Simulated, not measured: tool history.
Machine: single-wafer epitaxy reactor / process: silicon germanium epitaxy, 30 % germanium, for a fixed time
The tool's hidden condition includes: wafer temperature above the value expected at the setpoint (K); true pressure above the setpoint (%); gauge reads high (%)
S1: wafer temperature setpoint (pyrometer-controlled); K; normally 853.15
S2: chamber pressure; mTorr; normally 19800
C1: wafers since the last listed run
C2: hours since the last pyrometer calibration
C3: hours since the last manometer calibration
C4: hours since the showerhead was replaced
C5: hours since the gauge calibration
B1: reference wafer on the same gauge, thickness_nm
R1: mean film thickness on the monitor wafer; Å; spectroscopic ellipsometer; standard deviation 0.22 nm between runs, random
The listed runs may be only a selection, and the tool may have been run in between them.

| run | hour | S1 | S2 | C1 | C2 | C3 | C4 | C5 | B1 | R1 |
|---|---|---|---|---|---|---|---|---|---|---|
| 1 | 0.0 | 842.15 | 19800 | 0 | 302.6 | 508.4 | 6073.1 | 889.5 | 37.931 | 312.75 |
| 2 | 75.7 | 842.15 | 19800 | 1230 | 378.3 | 584.1 | 6148.8 | 965.2 | 37.793 | 316.37 |
| 3 | 87.9 | 853.15 | 19800 | 198 | 390.5 | 596.3 | 6161.0 | 977.4 | 37.753 | 374.59 |
| 4 | 106.2 | 853.15 | 19800 | 297 | 408.8 | 614.6 | 6179.3 | 995.7 | 37.701 | 374.99 |
| 5 | 130.7 | 853.15 | 19800 | 398 | 433.3 | 639.1 | 6203.8 | 1020.2 | 37.610 | 376.46 |
|  | 132.5 | gauge calibrated |
| 6 | 156.2 | 853.15 | 17400 | 414 | 458.8 | 664.6 | 6229.3 | 23.7 | 39.306 | 381.67 |
| 7 | 176.8 | 853.15 | 17400 | 334 | 479.4 | 685.2 | 6249.9 | 44.3 | 39.287 | 380.30 |
| 8 | 209.7 | 853.15 | 19800 | 534 | 512.3 | 718.1 | 6282.8 | 77.2 | 39.301 | 390.25 |
| 9 | 225.5 | 853.15 | 19800 | 256 | 528.1 | 733.9 | 6298.6 | 93.0 | 39.164 | 389.65 |
| 10 | 260.4 | 853.15 | 19800 | 567 | 563.0 | 768.8 | 6333.5 | 127.9 | 39.218 | 390.39 |
| 11 | 292.7 | 848.15 | 16400 | 525 | 595.3 | 801.1 | 6365.8 | 160.2 | 39.309 | 344.43 |
| 12 | 327.8 | 861.15 | 22100 | 570 | 630.4 | 836.2 | 6400.9 | 195.3 | 39.205 | 462.07 |
| 13 | 358.0 | 841.15 | 19800 | 490 | 660.6 | 866.4 | 6431.1 | 225.5 | 39.191 | 316.39 |
| 14 | 382.1 | 853.15 | 21200 | 391 | 684.7 | 890.5 | 6455.2 | 249.6 | 39.205 | 401.44 |
| 15 | 403.7 | 859.15 | 19800 | 351 | 706.3 | 912.1 | 6476.8 | 271.2 | 39.206 | 436.60 |
| 16 | 437.4 | 867.15 | 22200 | 547 | 740.0 | 945.8 | 6510.5 | 304.9 | 39.251 | 507.09 |
| 17 | 456.7 | 845.15 | 16900 | 313 | 759.3 | 965.1 | 6529.8 | 324.2 | 39.092 | 329.51 |
| 18 | 491.5 | 861.15 | 24100 | 565 | 794.1 | 999.9 | 6564.6 | 359.0 | 39.124 | 468.97 |
| 19 | 523.3 | 847.15 | 16500 | 517 | 825.9 | 1031.7 | 6596.4 | 390.8 | 39.025 | 339.55 |
| 20 | 556.4 | 853.15 | 19800 | 538 | 859.0 | 1064.8 | 6629.5 | 423.9 | 38.959 | 386.56 |
| 21 | 574.3 | 844.15 | 16400 | 291 | 876.9 | 1082.7 | 6647.4 | 441.8 | 39.011 | 313.99 |
| 22 | 591.8 | 853.15 | 19800 | 284 | 894.4 | 1100.2 | 6664.9 | 459.3 | 38.949 | 386.72 |
| 23 | 627.3 | 853.15 | 15900 | 577 | 929.9 | 1135.7 | 6700.4 | 494.8 | 38.882 | 368.98 |
| 24 | 649.8 | 839.15 | 19800 | 365 | 952.4 | 1158.2 | 6722.9 | 517.3 | 38.766 | 304.26 |
|  | 688.8 | capacitance manometer re-zeroed and calibrated |
|  | 692.5 | showerhead replaced |
|  | 705.9 | pyrometer calibrated |
| 25 | 715.6 | 853.15 | 19800 | 748 | 9.7 | 26.8 | 23.1 | 583.1 | 38.702 | 386.12 |
| 26 | 740.0 | 853.15 | 19800 | 396 | 34.1 | 51.2 | 47.5 | 607.5 | 38.683 | 386.61 |
| 27 | 753.5 | 853.15 | 24400 | 219 | 47.6 | 64.7 | 61.0 | 621.0 | 38.651 | 411.13 |
| 28 | 773.0 | 840.15 | 19800 | 317 | 67.1 | 84.2 | 80.5 | 640.5 | 38.589 | 311.83 |
| 29 | 852.1 | 858.15 | 24600 | 1286 | 146.2 | 163.3 | 159.6 | 719.6 | 38.360 | 442.66 |
| 30 | 877.0 | 861.15 | 15400 | 404 | 171.1 | 188.2 | 184.5 | 744.5 | 38.248 | 415.42 |
| 31 | 905.2 | 865.15 | 17900 | 458 | 199.3 | 216.4 | 212.7 | 772.7 | 38.341 | 451.82 |
| 32 | 941.0 | 863.15 | 19800 | 582 | 235.1 | 252.2 | 248.5 | 808.5 | 38.152 | 455.79 |
| 33 | 965.1 | 858.15 | 24200 | 391 | 259.2 | 276.3 | 272.6 | 832.6 | 38.161 | 437.32 |
| 34 | 980.4 | 846.15 | 24400 | 248 | 274.5 | 291.6 | 287.9 | 847.9 | 38.020 | 355.62 |
| 35 | 993.4 | 862.15 | 23300 | 211 | 287.5 | 304.6 | 300.9 | 860.9 | 38.075 | 464.07 |

Predict each of these 4 candidate next runs independently; none follows another, all start after run 35:
| A | 993.8 | 853.15 | 19800 | 6 | 287.9 | 305.0 | 301.3 | 861.3 | ? | ? |
| B | 993.8 | 853.15 | 17900 | 6 | 287.9 | 305.0 | 301.3 | 861.3 | ? | ? |
| C | 993.8 | 847.15 | 19800 | 6 | 287.9 | 305.0 | 301.3 | 861.3 | ? | ? |
| D | 993.8 | 857.15 | 24000 | 6 | 287.9 | 305.0 | 301.3 | 861.3 | ? | ? |

| run | B1 | R1 |
|---|---|---|
| A | 38.006 | 379.93 |
| B | 38.006 | 370.10 |
| C | 38.006 | 343.20 |
| D | 38.006 | 428.16 |
Without the tool's unlogged condition, the same runs would have read:
| run | R1 |
|---|---|
| A | 391.60 |
| B | 381.48 |
| C | 353.75 |
| D | 441.32 |
